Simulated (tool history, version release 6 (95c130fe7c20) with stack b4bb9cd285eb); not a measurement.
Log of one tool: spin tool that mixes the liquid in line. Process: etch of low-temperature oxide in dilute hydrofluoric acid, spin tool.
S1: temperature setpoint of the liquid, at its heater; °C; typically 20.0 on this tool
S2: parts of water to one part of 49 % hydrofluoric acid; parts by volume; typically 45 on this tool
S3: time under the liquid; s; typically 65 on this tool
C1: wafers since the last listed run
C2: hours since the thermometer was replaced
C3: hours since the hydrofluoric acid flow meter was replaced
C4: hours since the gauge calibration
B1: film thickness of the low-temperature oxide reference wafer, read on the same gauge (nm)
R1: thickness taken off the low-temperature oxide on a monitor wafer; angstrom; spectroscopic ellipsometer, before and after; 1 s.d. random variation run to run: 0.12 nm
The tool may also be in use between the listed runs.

run 1 hour=0.0 | S1=20.0 S2=45 S3=65 | C1=0 C2=2018.0 C3=513.6 C4=10.9 | B1=80.04 | R1=274.4
run 2 hour=9.8 | S1=20.0 S2=45 S3=65 | C1=100 C2=2027.8 C3=523.4 C4=20.7 | B1=80.01 | R1=273.0
run 3 hour=16.9 | S1=20.0 S2=45 S3=65 | C1=72 C2=2034.9 C3=530.5 C4=27.8 | B1=80.03 | R1=275.2
run 4 hour=33.2 | S1=20.0 S2=45 S3=65 | C1=166 C2=2051.2 C3=546.8 C4=44.1 | B1=80.02 | R1=275.0
run 5 hour=39.6 | S1=20.0 S2=50 S3=65 | C1=65 C2=2057.6 C3=553.2 C4=50.5 | B1=80.00 | R1=246.6
run 6 hour=46.0 | S1=20.0 S2=45 S3=65 | C1=65 C2=2064.0 C3=559.6 C4=56.9 | B1=80.02 | R1=276.4
run 7 hour=61.4 | S1=20.0 S2=45 S3=65 | C1=157 C2=2079.4 C3=575.0 C4=72.3 | B1=80.02 | R1=276.7
run 8 hour=71.8 | S1=20.0 S2=45 S3=65 | C1=106 C2=2089.8 C3=585.4 C4=82.7 | B1=80.01 | R1=279.0
run 9 hour=85.1 | S1=20.0 S2=35 S3=65 | C1=135 C2=2103.1 C3=598.7 C4=96.0 | B1=80.01 | R1=358.0
run 10 hour=101.4 | S1=20.0 S2=35 S3=65 | C1=166 C2=2119.4 C3=615.0 C4=112.3 | B1=79.98 | R1=362.9
run 11 hour=113.0 | S1=17.0 S2=45 S3=85 | C1=118 C2=2131.0 C3=626.6 C4=123.9 | B1=80.02 | R1=319.6
run 12 hour=121.6 | S1=17.0 S2=45 S3=85 | C1=87 C2=2139.6 C3=635.2 C4=132.5 | B1=80.01 | R1=320.0
run 13 hour=128.8 | S1=17.0 S2=45 S3=85 | C1=73 C2=2146.8 C3=642.4 C4=139.7 | B1=80.01 | R1=318.6
run 14 hour=144.4 | S1=20.0 S2=45 S3=65 | C1=159 C2=2162.4 C3=658.0 C4=155.3 | B1=79.96 | R1=277.8
run 15 hour=153.7 | S1=20.0 S2=45 S3=65 | C1=94 C2=2171.7 C3=667.3 C4=164.6 | B1=80.03 | R1=280.2
run 16 hour=169.8 | S1=18.0 S2=35 S3=95 | C1=164 C2=2187.8 C3=683.4 C4=180.7 | B1=79.96 | R1=485.8
run 17 hour=182.8 | S1=20.0 S2=45 S3=65 | C1=132 C2=2200.8 C3=696.4 C4=193.7 | B1=80.00 | R1=281.2
run 18 hour=190.8 | S1=21.5 S2=60 S3=85 | C1=81 C2=2208.8 C3=704.4 C4=201.7 | B1=79.99 | R1=288.9
run 19 hour=199.5 | S1=17.0 S2=45 S3=65 | C1=88 C2=2217.5 C3=713.1 C4=210.4 | B1=80.02 | R1=245.1
run 20 hour=212.2 | S1=20.0 S2=45 S3=65 | C1=129 C2=2230.2 C3=725.8 C4=223.1 | B1=79.97 | R1=281.2
run 21 hour=228.1 | S1=20.0 S2=65 S3=65 | C1=162 C2=2246.1 C3=741.7 C4=239.0 | B1=79.99 | R1=191.5
-- hour=233.5 thermometer replaced
-- hour=233.5 hydrofluoric acid flow meter replaced
run 22 hour=237.1 | S1=20.0 S2=60 S3=65 | C1=80 C2=3.6 C3=3.6 C4=248.0 | B1=79.99 | R1=185.7
run 23 hour=244.6 | S1=20.0 S2=45 S3=25 | C1=76 C2=11.1 C3=11.1 C4=255.5 | B1=79.94 | R1=96.5
-- hour=259.5 gauge calibrated
run 24 hour=261.4 | S1=17.0 S2=35 S3=45 | C1=171 C2=27.9 C3=27.9 C4=1.9 | B1=80.00 | R1=199.8
run 25 hour=273.8 | S1=20.0 S2=45 S3=65 | C1=126 C2=40.3 C3=40.3 C4=14.3 | B1=80.04 | R1=253.7
run 26 hour=287.9 | S1=20.0 S2=45 S3=65 | C1=143 C2=54.4 C3=54.4 C4=28.4 | B1=80.04 | R1=255.2
run 27 hour=298.9 | S1=20.0 S2=45 S3=65 | C1=112 C2=65.4 C3=65.4 C4=39.4 | B1=80.03 | R1=255.7
run 28 hour=307.6 | S1=20.0 S2=50 S3=55 | C1=88 C2=74.1 C3=74.1 C4=48.1 | B1=79.97 | R1=192.7
run 29 hour=322.9 | S1=20.0 S2=45 S3=65 | C1=156 C2=89.4 C3=89.4 C4=63.4 | B1=80.00 | R1=253.8
run 30 hour=329.5 | S1=20.0 S2=55 S3=100 | C1=67 C2=96.0 C3=96.0 C4=70.0 | B1=79.98 | R1=317.1

Forecast each of these 3 alternatives for the next run:
run A hour=329.9 | S1=20.0 S2=45 S3=65 | C1=4 C2=96.4 C3=96.4 C4=70.4 | B1=? | R1=?
run B hour=329.9 | S1=18.5 S2=55 S3=50 | C1=4 C2=96.4 C3=96.4 C4=70.4 | B1=? | R1=?
run C hour=329.9 | S1=22.0 S2=25 S3=45 | C1=4 C2=96.4 C3=96.4 C4=70.4 | B1=? | R1=?

run=A B1=79.97 R1=253.6
run=B B1=79.97 R1=147.9
run=C B1=79.97 R1=352.6
Had the tool no hidden state, the same runs would have come out as:
run=A R1=249.5
run=B R1=145.5
run=C R1=347.1
